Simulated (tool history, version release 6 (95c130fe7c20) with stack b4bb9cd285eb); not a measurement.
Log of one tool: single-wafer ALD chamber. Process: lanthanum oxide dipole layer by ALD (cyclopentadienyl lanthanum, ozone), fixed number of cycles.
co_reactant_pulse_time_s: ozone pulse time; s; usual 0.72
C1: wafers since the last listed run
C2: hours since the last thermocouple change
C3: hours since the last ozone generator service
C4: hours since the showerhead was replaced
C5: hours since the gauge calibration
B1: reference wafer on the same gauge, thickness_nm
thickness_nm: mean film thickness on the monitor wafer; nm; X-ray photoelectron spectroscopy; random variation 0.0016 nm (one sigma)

{"run": 1, "hour": 0.0, "co_reactant_pulse_time_s": 0.72, "C1": 0, "C2": 1223.1, "C3": 1075.1, "C4": 3752.7, "C5": 8.9, "B1": 0.396, "thickness_nm": 0.429}
{"run": 2, "hour": 14.3, "co_reactant_pulse_time_s": 0.72, "C1": 293, "C2": 1237.4, "C3": 1089.4, "C4": 3767, "C5": 23.2, "B1": 0.396, "thickness_nm": 0.429}
{"run": 3, "hour": 53.8, "co_reactant_pulse_time_s": 0.72, "C1": 811, "C2": 1276.9, "C3": 1128.9, "C4": 3806.5, "C5": 62.7, "B1": 0.396, "thickness_nm": 0.43}
{"run": 4, "hour": 62.9, "co_reactant_pulse_time_s": 0.64, "C1": 186, "C2": 1286, "C3": 1138, "C4": 3815.6, "C5": 71.8, "B1": 0.396, "thickness_nm": 0.391}
{"run": 5, "hour": 71.3, "co_reactant_pulse_time_s": 0.64, "C1": 172, "C2": 1294.4, "C3": 1146.4, "C4": 3824, "C5": 80.2, "B1": 0.396, "thickness_nm": 0.391}
{"run": 6, "hour": 81.1, "co_reactant_pulse_time_s": 0.81, "C1": 201, "C2": 1304.2, "C3": 1156.2, "C4": 3833.8, "C5": 90, "B1": 0.396, "thickness_nm": 0.462}
{"run": 7, "hour": 88.3, "co_reactant_pulse_time_s": 0.56, "C1": 147, "C2": 1311.4, "C3": 1163.4, "C4": 3841, "C5": 97.2, "B1": 0.396, "thickness_nm": 0.34}
{"run": 8, "hour": 103.8, "co_reactant_pulse_time_s": 0.55, "C1": 318, "C2": 1326.9, "C3": 1178.9, "C4": 3856.5, "C5": 112.7, "B1": 0.396, "thickness_nm": 0.334}
{"run": 9, "hour": 116.2, "co_reactant_pulse_time_s": 0.55, "C1": 254, "C2": 1339.3, "C3": 1191.3, "C4": 3868.9, "C5": 125.1, "B1": 0.396, "thickness_nm": 0.33}
{"hour": 129.1, "done": "showerhead replaced"}
{"run": 10, "hour": 129.6, "co_reactant_pulse_time_s": 0.55, "C1": 110, "C2": 1352.7, "C3": 1204.7, "C4": 0.5, "C5": 138.5, "B1": 0.395, "thickness_nm": 0.332}
{"run": 11, "hour": 139.9, "co_reactant_pulse_time_s": 0.72, "C1": 211, "C2": 1363, "C3": 1215, "C4": 10.8, "C5": 148.8, "B1": 0.396, "thickness_nm": 0.431}
{"run": 12, "hour": 145.9, "co_reactant_pulse_time_s": 0.72, "C1": 123, "C2": 1369, "C3": 1221, "C4": 16.8, "C5": 154.8, "B1": 0.396, "thickness_nm": 0.43}
{"run": 13, "hour": 153.1, "co_reactant_pulse_time_s": 0.72, "C1": 147, "C2": 1376.2, "C3": 1228.2, "C4": 24, "C5": 162, "B1": 0.396, "thickness_nm": 0.429}
{"hour": 163.1, "done": "thermocouple changed; heater temperature recalibrated"}
{"run": 14, "hour": 170.2, "co_reactant_pulse_time_s": 0.51, "C1": 186, "C2": 7.1, "C3": 1245.3, "C4": 41.1, "C5": 179.1, "B1": 0.396, "thickness_nm": 0.297}
{"run": 15, "hour": 181.2, "co_reactant_pulse_time_s": 0.51, "C1": 226, "C2": 18.1, "C3": 1256.3, "C4": 52.1, "C5": 190.1, "B1": 0.396, "thickness_nm": 0.299}
{"run": 16, "hour": 196.2, "co_reactant_pulse_time_s": 0.49, "C1": 308, "C2": 33.1, "C3": 1271.3, "C4": 67.1, "C5": 205.1, "B1": 0.396, "thickness_nm": 0.277}
{"run": 17, "hour": 213.3, "co_reactant_pulse_time_s": 0.95, "C1": 351, "C2": 50.2, "C3": 1288.4, "C4": 84.2, "C5": 222.2, "B1": 0.396, "thickness_nm": 0.507}
{"run": 18, "hour": 225.7, "co_reactant_pulse_time_s": 0.46, "C1": 254, "C2": 62.6, "C3": 1300.8, "C4": 96.6, "C5": 234.6, "B1": 0.395, "thickness_nm": 0.249}
{"hour": 244.3, "done": "ozone generator serviced"}
{"run": 19, "hour": 244.8, "co_reactant_pulse_time_s": 0.92, "C1": 228, "C2": 81.7, "C3": 0.5, "C4": 115.7, "C5": 253.7, "B1": 0.396, "thickness_nm": 0.497}
{"run": 20, "hour": 247.7, "co_reactant_pulse_time_s": 0.72, "C1": 59, "C2": 84.6, "C3": 3.4, "C4": 118.6, "C5": 256.6, "B1": 0.396, "thickness_nm": 0.431}
{"run": 21, "hour": 253.9, "co_reactant_pulse_time_s": 0.97, "C1": 127, "C2": 90.8, "C3": 9.6, "C4": 124.8, "C5": 262.8, "B1": 0.396, "thickness_nm": 0.505}
{"run": 22, "hour": 259.9, "co_reactant_pulse_time_s": 0.82, "C1": 123, "C2": 96.8, "C3": 15.6, "C4": 130.8, "C5": 268.8, "B1": 0.396, "thickness_nm": 0.468}
{"run": 23, "hour": 269.9, "co_reactant_pulse_time_s": 0.88, "C1": 205, "C2": 106.8, "C3": 25.6, "C4": 140.8, "C5": 278.8, "B1": 0.396, "thickness_nm": 0.485}
{"run": 24, "hour": 276.0, "co_reactant_pulse_time_s": 0.44, "C1": 125, "C2": 112.9, "C3": 31.7, "C4": 146.9, "C5": 284.9, "B1": 0.396, "thickness_nm": 0.227}
{"hour": 276.5, "done": "gauge calibrated"}
{"run": 25, "hour": 292.5, "co_reactant_pulse_time_s": 0.99, "C1": 339, "C2": 129.4, "C3": 48.2, "C4": 163.4, "C5": 16, "B1": 0.396, "thickness_nm": 0.511}
{"run": 26, "hour": 303.6, "co_reactant_pulse_time_s": 0.72, "C1": 228, "C2": 140.5, "C3": 59.3, "C4": 174.5, "C5": 27.1, "B1": 0.396, "thickness_nm": 0.43}
{"run": 27, "hour": 310.2, "co_reactant_pulse_time_s": 0.52, "C1": 135, "C2": 147.1, "C3": 65.9, "C4": 181.1, "C5": 33.7, "B1": 0.396, "thickness_nm": 0.306}
{"run": 28, "hour": 322.9, "co_reactant_pulse_time_s": 0.72, "C1": 260, "C2": 159.8, "C3": 78.6, "C4": 193.8, "C5": 46.4, "B1": 0.396, "thickness_nm": 0.432}
{"run": 29, "hour": 335.8, "co_reactant_pulse_time_s": 0.62, "C1": 265, "C2": 172.7, "C3": 91.5, "C4": 206.7, "C5": 59.3, "B1": 0.396, "thickness_nm": 0.38}

Forecast run 30:
{"run": 30, "hour": 348.4, "co_reactant_pulse_time_s": 0.9, "C1": 258, "C2": 185.3, "C3": 104.1, "C4": 219.3, "C5": 71.9, "B1": "?", "thickness_nm": "?"}

Run 30 gave B1 0.396, thickness_nm 0.486 nm.
Without the tool's hidden state the same run would have given thickness_nm 0.486 nm.

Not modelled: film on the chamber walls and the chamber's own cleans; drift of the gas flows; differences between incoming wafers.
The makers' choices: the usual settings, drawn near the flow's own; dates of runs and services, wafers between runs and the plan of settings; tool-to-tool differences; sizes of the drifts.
